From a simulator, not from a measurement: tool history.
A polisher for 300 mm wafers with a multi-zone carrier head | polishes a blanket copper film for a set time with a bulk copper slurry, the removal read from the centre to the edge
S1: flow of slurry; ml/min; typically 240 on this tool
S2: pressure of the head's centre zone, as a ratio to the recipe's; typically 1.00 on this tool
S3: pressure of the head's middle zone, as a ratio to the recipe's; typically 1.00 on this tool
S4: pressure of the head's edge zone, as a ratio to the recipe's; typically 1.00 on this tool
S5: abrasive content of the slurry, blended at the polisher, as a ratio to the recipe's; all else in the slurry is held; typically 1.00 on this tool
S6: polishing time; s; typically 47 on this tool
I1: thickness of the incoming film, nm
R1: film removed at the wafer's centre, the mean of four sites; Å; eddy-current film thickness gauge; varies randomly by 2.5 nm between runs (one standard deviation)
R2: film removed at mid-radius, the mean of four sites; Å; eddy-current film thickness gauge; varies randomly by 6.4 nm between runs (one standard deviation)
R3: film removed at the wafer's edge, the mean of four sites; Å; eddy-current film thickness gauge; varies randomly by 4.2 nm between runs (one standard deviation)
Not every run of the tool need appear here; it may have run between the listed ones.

run 1 hour=0.0 | S1=240 S2=1.00 S3=1.00 S4=1.00 S5=1.00 S6=47 | I1=3090.3 | R1=4118 R2=4340 R3=4263
-- hour=28.1 edge zone pressure recalibrated
run 2 hour=53.9 | S1=240 S2=1.00 S3=1.00 S4=1.00 S5=1.25 S6=47 | I1=3106.5 | R1=4266 R2=4464 R3=4369
run 3 hour=109.8 | S1=240 S2=1.00 S3=1.00 S4=1.00 S5=1.00 S6=62 | I1=3074.5 | R1=5469 R2=5651 R3=5515
-- hour=137.2 centre zone pressure recalibrated
run 4 hour=152.5 | S1=240 S2=0.94 S3=1.00 S4=1.00 S5=1.25 S6=47 | I1=3064.6 | R1=4075 R2=4320 R3=4290
run 5 hour=190.3 | S1=240 S2=1.11 S3=1.00 S4=1.00 S5=1.00 S6=47 | I1=3050.7 | R1=4348 R2=4304 R3=4209
-- hour=220.6 carrier head's membrane replaced by a new one
run 6 hour=253.5 | S1=240 S2=1.11 S3=1.00 S4=0.93 S5=1.00 S6=47 | I1=3034.6 | R1=4329 R2=4240 R3=4059
run 7 hour=317.0 | S1=240 S2=1.00 S3=1.00 S4=1.00 S5=1.00 S6=47 | I1=3040.1 | R1=4088 R2=4221 R3=4194
run 8 hour=369.8 | S1=175 S2=1.00 S3=1.00 S4=1.00 S5=1.00 S6=38 | I1=3072.8 | R1=3123 R2=3334 R3=3286
run 9 hour=468.0 | S1=240 S2=1.00 S3=1.00 S4=1.00 S5=1.20 S6=47 | I1=3049.6 | R1=4142 R2=4298 R3=4304
run 10 hour=547.4 | S1=240 S2=1.00 S3=1.00 S4=1.00 S5=1.00 S6=47 | I1=3024.1 | R1=3935 R2=4142 R3=4143
-- hour=569.6 worn pad replaced by a new one
run 11 hour=640.4 | S1=190 S2=1.00 S3=1.00 S4=1.00 S5=1.20 S6=47 | I1=3109.7 | R1=3778 R2=4020 R3=3940
-- hour=654.9 centre zone pressure recalibrated
-- hour=663.2 edge zone pressure recalibrated
-- hour=682.4 slurry nozzle cleaned
run 12 hour=718.2 | S1=240 S2=1.09 S3=1.10 S4=1.00 S5=1.00 S6=47 | I1=3120.2 | R1=4363 R2=4648 R3=4185
run 13 hour=815.3 | S1=240 S2=1.00 S3=1.00 S4=1.00 S5=1.00 S6=47 | I1=3109.4 | R1=4147 R2=4316 R3=4236
run 14 hour=866.0 | S1=240 S2=1.00 S3=1.00 S4=1.00 S5=1.00 S6=47 | I1=3097.8 | R1=4155 R2=4325 R3=4197
run 15 hour=938.1 | S1=240 S2=1.00 S3=0.95 S4=1.00 S5=0.90 S6=61 | I1=3030.7 | R1=5276 R2=5309 R3=5343
run 16 hour=1016.0 | S1=240 S2=1.00 S3=1.00 S4=1.00 S5=1.00 S6=47 | I1=3126.4 | R1=4075 R2=4206 R3=4214
run 17 hour=1071.7 | S1=240 S2=1.00 S3=1.00 S4=1.00 S5=0.75 S6=43 | I1=3041.7 | R1=3647 R2=3801 R3=3667
run 18 hour=1109.4 | S1=240 S2=0.95 S3=1.00 S4=1.07 S5=0.80 S6=40 | I1=3146.9 | R1=3333 R2=3576 R3=3599
-- hour=1201.8 centre zone pressure recalibrated
run 19 hour=1202.4 | S1=240 S2=0.91 S3=0.95 S4=1.00 S5=1.00 S6=47 | I1=3100.2 | R1=3854 R2=4045 R3=4176
-- hour=1240.8 worn pad replaced by a new one
run 20 hour=1302.6 | S1=200 S2=1.00 S3=1.00 S4=1.00 S5=1.30 S6=47 | I1=3096.8 | R1=4060 R2=4237 R3=4271
-- hour=1320.2 edge zone pressure recalibrated
run 21 hour=1354.4 | S1=240 S2=1.00 S3=1.00 S4=0.95 S5=1.00 S6=62 | I1=3079.0 | R1=5226 R2=5414 R3=5312
run 22 hour=1458.5 | S1=240 S2=1.00 S3=1.00 S4=1.00 S5=1.00 S6=61 | I1=3121.5 | R1=5059 R2=5361 R3=5209

Alternative continuations, all from the tool just after run 22; predict every row:
run A hour=1458.9 | S1=200 S2=1.00 S3=1.00 S4=1.00 S5=1.00 S6=47 | I1=3129.4 | R1=? R2=? R3=?
run B hour=1458.9 | S1=240 S2=1.00 S3=1.04 S4=1.00 S5=1.00 S6=33 | I1=3129.4 | R1=? R2=? R3=?
run C hour=1458.9 | S1=240 S2=1.10 S3=1.12 S4=0.96 S5=1.00 S6=51 | I1=3129.4 | R1=? R2=? R3=?

run=A R1=3779 R2=3926 R3=3983
run=B R1=2735 R2=2919 R3=2849
run=C R1=4461 R2=4781 R3=4315
Had the tool no hidden state, the same runs would have come out as:
run=A R1=4079 R2=4201 R3=4184
run=B R1=2923 R2=3097 R3=2976
run=C R1=4768 R2=5072 R3=4508

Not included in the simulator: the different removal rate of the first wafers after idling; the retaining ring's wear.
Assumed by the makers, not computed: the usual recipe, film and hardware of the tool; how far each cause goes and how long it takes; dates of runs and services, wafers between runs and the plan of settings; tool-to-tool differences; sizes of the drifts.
